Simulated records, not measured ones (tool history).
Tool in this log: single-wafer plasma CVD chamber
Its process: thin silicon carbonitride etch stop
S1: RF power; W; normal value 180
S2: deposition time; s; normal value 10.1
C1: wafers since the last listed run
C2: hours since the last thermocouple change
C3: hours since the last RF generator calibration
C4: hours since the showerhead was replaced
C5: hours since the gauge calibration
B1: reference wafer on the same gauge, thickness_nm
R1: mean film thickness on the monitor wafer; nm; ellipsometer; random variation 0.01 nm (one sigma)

run,hour,S1,S2,C1,C2,C3,C4,C5,B1,R1
1,0.0,170,10.1,0,2510.4,1780.4,3137.3,220.4,5.540,5.626
2,11.5,170,10.1,420,2521.9,1791.9,3148.8,231.9,5.540,5.625
# hour 11.7: gauge calibrated
3,27.1,170,10.1,570,2537.5,1807.5,3164.4,15.4,5.542,5.612
4,44.8,180,10.1,647,2555.2,1825.2,3182.1,33.1,5.541,5.782
5,53.6,180,10.1,321,2564.0,1834.0,3190.9,41.9,5.539,5.764
6,66.4,180,11.2,468,2576.8,1846.8,3203.7,54.7,5.540,6.378
7,76.0,180,11.2,351,2586.4,1856.4,3213.3,64.3,5.541,6.400
8,83.8,180,10.1,285,2594.2,1864.2,3221.1,72.1,5.540,5.765
9,95.5,180,10.1,427,2605.9,1875.9,3232.8,83.8,5.540,5.764
10,104.3,180,10.1,321,2614.7,1884.7,3241.6,92.6,5.539,5.725
11,115.6,165,9.7,413,2626.0,1896.0,3252.9,103.9,5.541,5.262
# hour 137.3: thermocouple changed; heater temperature recalibrated
12,139.1,165,9.7,566,1.8,1919.5,3276.4,127.4,5.539,5.258
13,156.1,215,11.5,621,18.8,1936.5,3293.4,144.4,5.541,7.114
14,164.4,195,9.2,303,27.1,1944.8,3301.7,152.7,5.540,5.446
15,177.4,180,10.1,475,40.1,1957.8,3314.7,165.7,5.541,5.717
# hour 193.6: RF generator calibrated
16,194.1,180,10.1,318,56.8,0.5,3331.4,182.4,5.540,6.020
# hour 195.7: gauge calibrated
17,200.8,155,12.0,244,63.5,7.2,3338.1,5.1,5.539,6.603
18,217.4,160,10.1,607,80.1,23.8,3354.7,21.7,5.541,5.648

Estimate the outcome of run 19 from the log above:
19,232.1,190,9.3,537,94.8,38.5,3369.4,36.4,?,?

B1: 5.540
R1: 5.699 nm
Had the tool carried no hidden state, the very same run would have given R1 5.732 nm.

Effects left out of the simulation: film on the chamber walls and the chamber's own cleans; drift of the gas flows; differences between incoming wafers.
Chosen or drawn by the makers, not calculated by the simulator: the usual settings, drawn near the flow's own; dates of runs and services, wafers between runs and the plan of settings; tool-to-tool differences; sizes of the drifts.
